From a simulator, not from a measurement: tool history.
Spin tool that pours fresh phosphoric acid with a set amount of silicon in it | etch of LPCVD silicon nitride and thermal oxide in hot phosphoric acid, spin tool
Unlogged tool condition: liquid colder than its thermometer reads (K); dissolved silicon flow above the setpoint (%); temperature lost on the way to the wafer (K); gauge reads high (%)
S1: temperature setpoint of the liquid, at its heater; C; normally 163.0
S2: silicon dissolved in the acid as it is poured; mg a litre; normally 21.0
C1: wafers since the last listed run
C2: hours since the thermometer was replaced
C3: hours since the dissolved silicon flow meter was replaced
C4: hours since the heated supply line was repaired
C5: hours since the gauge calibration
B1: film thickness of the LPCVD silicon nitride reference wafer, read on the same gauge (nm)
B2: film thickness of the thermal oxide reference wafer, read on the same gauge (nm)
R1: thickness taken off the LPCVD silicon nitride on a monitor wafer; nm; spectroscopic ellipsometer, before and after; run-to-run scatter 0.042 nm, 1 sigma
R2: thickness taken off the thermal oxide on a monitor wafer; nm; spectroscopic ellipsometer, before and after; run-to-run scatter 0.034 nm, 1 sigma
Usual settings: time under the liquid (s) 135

{"run": 1, "day": 0.0, "S1": 163.0, "S2": 9.0, "time under the liquid (s)": 135, "C1": 0, "C2": 683.0, "C3": 539.6, "C4": 577.7, "C5": 2504.4, "B1": 99.98, "B2": 129.986, "R1": 13.5, "R2": 0.356}
{"day": 1.717, "done": "thermometer replaced"}
{"run": 2, "day": 2.908, "S1": 164.5, "S2": 16.0, "time under the liquid (s)": 110, "C1": 779, "C2": 28.6, "C3": 609.4, "C4": 647.5, "C5": 2574.2, "B1": 99.98, "B2": 130.017, "R1": 11.61, "R2": 0.304}
{"run": 3, "day": 5.329, "S1": 164.0, "S2": 5.0, "time under the liquid (s)": 180, "C1": 657, "C2": 86.7, "C3": 667.5, "C4": 705.6, "C5": 2632.3, "B1": 100.01, "B2": 130.012, "R1": 18.76, "R2": 0.527}
{"day": 7.438, "done": "gauge calibrated"}
{"run": 4, "day": 9.321, "S1": 163.0, "S2": 21.0, "time under the liquid (s)": 75, "C1": 1084, "C2": 182.5, "C3": 763.3, "C4": 801.4, "C5": 45.2, "B1": 100.03, "B2": 130.022, "R1": 7.5, "R2": 0.14}
{"run": 5, "day": 11.704, "S1": 163.0, "S2": 32.0, "time under the liquid (s)": 135, "C1": 647, "C2": 239.7, "C3": 820.5, "C4": 858.6, "C5": 102.4, "B1": 99.98, "B2": 130.0, "R1": 13.51, "R2": 0.231}
{"run": 6, "day": 15.862, "S1": 163.0, "S2": 21.0, "time under the liquid (s)": 55, "C1": 1130, "C2": 339.5, "C3": 920.3, "C4": 958.4, "C5": 202.2, "B1": 100.01, "B2": 130.026, "R1": 5.5, "R2": 0.091}
{"run": 7, "day": 17.5, "S1": 164.0, "S2": 21.0, "time under the liquid (s)": 135, "C1": 445, "C2": 378.8, "C3": 959.6, "C4": 997.7, "C5": 241.5, "B1": 99.97, "B2": 129.997, "R1": 13.97, "R2": 0.3}
{"day": 18.267, "done": "dissolved silicon flow meter replaced"}
{"run": 8, "day": 20.029, "S1": 162.0, "S2": 28.5, "time under the liquid (s)": 90, "C1": 676, "C2": 439.5, "C3": 42.3, "C4": 1058.4, "C5": 302.2, "B1": 100.0, "B2": 130.004, "R1": 8.73, "R2": 0.153}
{"run": 9, "day": 23.979, "S1": 163.0, "S2": 21.0, "time under the liquid (s)": 110, "C1": 1073, "C2": 534.3, "C3": 137.1, "C4": 1153.2, "C5": 397.0, "B1": 100.04, "B2": 130.002, "R1": 11.0, "R2": 0.22}
{"run": 10, "day": 28.696, "S1": 166.0, "S2": 32.0, "time under the liquid (s)": 90, "C1": 1281, "C2": 647.5, "C3": 250.3, "C4": 1266.4, "C5": 510.2, "B1": 99.99, "B2": 129.994, "R1": 9.94, "R2": 0.165}
{"day": 32.433, "done": "thermometer replaced"}
{"run": 11, "day": 32.962, "S1": 163.0, "S2": 21.0, "time under the liquid (s)": 135, "C1": 1148, "C2": 12.7, "C3": 352.7, "C4": 1368.8, "C5": 612.6, "B1": 100.01, "B2": 130.006, "R1": 13.46, "R2": 0.297}

Run 12 comes next. What will it give?
{"run": 12, "day": 35.533, "S1": 163.0, "S2": 33.5, "time under the liquid (s)": 170, "C1": 698, "C2": 74.4, "C3": 414.4, "C4": 1430.5, "C5": 674.3, "B1": "?", "B2": "?", "R1": "?", "R2": "?"}

Run 12 gave B1 100.02, B2 130.001, R1 17.03 nm, R2 0.216 nm.
With the hidden condition absent and the run-to-run variation left alone, this run would have shown R1 17.21 nm, R2 0.221 nm.

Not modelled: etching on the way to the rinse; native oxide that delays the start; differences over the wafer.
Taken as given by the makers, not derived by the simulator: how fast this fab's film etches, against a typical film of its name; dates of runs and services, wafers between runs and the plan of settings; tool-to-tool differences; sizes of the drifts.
